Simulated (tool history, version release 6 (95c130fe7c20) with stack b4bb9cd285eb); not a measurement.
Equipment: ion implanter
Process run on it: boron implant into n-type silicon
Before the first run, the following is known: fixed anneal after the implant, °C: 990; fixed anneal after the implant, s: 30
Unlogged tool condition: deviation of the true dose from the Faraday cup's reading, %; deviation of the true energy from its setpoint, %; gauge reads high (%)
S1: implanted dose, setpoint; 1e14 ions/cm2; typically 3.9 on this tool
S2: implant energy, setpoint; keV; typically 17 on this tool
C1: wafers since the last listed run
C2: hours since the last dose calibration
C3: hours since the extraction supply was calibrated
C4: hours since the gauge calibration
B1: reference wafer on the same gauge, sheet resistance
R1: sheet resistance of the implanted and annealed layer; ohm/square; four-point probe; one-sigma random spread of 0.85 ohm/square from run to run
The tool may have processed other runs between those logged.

run    hour    S1    S2    C1      C2      C3      C4      B1      R1
  1       0   3.9    13     0    55.7  4885.3  1152.8  236.88  277.22
  2    50.5   3.9    17   642   106.2  4935.8  1203.3  237.15   269.1
  3    98.1   3.9    17   605   153.8  4983.4  1250.9  236.79  268.07
  4   168.6   3.9    17   897   224.3  5053.9  1321.4  236.93  267.14
  5   203.9   3.9    17   449   259.6  5089.2  1356.7  236.61   267.5
      270.8  -- Faraday cup replaced and dose calibrated, repeated, since the last time left the tool worse
  6   271.3  4.43    17   756     0.5  5156.6  1424.1  237.14   231.9
  7   307.9  4.43    17   465    37.1  5193.2  1460.7  237.15  231.14
  8   352.3  4.43    17   565    81.5  5237.6  1505.1  237.17  230.86
  9   401.5  2.97    17   626   130.7  5286.8  1554.3  236.51  314.93
      433.5  -- gauge calibrated
 10   472.4  2.97    17   902   201.6  5357.7    38.9  236.86  316.21
 11   510.4  2.97    17   483   239.6  5395.7    76.9  237.21  314.24
 12     668   3.9    17  2005   397.2  5553.3   234.5  237.08  252.87
 13   725.8   3.9    17   735     455  5611.1   292.3  237.12  251.37
 14   754.4   3.9    17   364   483.6  5639.7   320.9  237.07  250.68
 15   785.2  3.02    14   392   514.4  5670.5   351.7  237.05  314.32
        812  -- extraction supply calibrated
 16   854.6  4.34    17   781   583.8    42.6   421.1  237.07  231.03
 17   887.7  3.25    11   421   616.9    75.7   454.2  236.92  301.97
 18     947  3.43    12   754   676.2     135   513.5  236.91  287.89
 19  1007.9  3.02  22.5   775   737.1   195.9   574.4  237.17  300.34
 20  1040.9   3.9    17   420   770.1   228.9   607.4  236.76  250.95
 21  1098.2   3.9    17   729   827.4   286.2   664.7  236.88  250.39
 22  1140.4  2.94  11.5   537   869.6   328.4   706.9  236.96  326.34
 23  1189.7  3.46    17   627   918.9   377.7   756.2  236.71  275.59
 24  1223.3   3.9    17   427   952.5   411.3   789.8  237.07  249.55
 25    1262  3.59    17   492   991.2     450   828.5  236.84  266.82
 26  1316.9   3.9    17   698  1046.1   504.9   883.4  237.05  251.84
 27  1382.1  4.24  21.5   829  1111.3   570.1   948.6  237.12  228.41
 28  1414.2   3.9    17   408  1143.4   602.2   980.7   237.1  249.48
     1474.5  -- Faraday cup replaced and dose calibrated
 29  1515.6   4.4  13.5  1188    41.1   703.6  1082.1   236.9  236.09
 30  1575.5   3.9    17   762     101   763.5    1142  236.55     255
 31  1643.2   3.9    17   861   168.7   831.2  1209.7  236.86  252.53
 32  1689.9  2.91    14   594   215.4   877.9  1256.4  237.01  326.49
 33  1729.5   3.9    17   504     255   917.5    1296  236.81  253.08
 34  1762.6  4.65    19   421   288.1   950.6  1329.1  237.04  217.71
 35  1789.5  5.01    21   342     315   977.5    1356  236.71  202.26
 36  1825.2  3.53    19   454   350.7  1013.2  1391.7  236.88  269.35
 37  1895.8   3.9    17   898   421.3  1083.8  1462.3  237.03  250.82

What if the next run were any one of these 4? Each begins from the tool's condition after run 37:
  A  1896.2   3.9  17   5  421.7  1084.2  1462.7   ?   ?
  B  1896.2   3.9  20   5  421.7  1084.2  1462.7   ?   ?
  C  1896.2  3.54  11   5  421.7  1084.2  1462.7   ?   ?
  D  1896.2  3.52  22   5  421.7  1084.2  1462.7   ?   ?

run      B1      R1
  A  236.79  252.14
  B  236.79  248.72
  C  236.79  283.52
  D  236.79  267.48
Stripped of hidden state, with their random variation kept, the same runs would have yielded:
run      R1
  A  256.84
  B  253.32
  C  289.02
  D  272.39
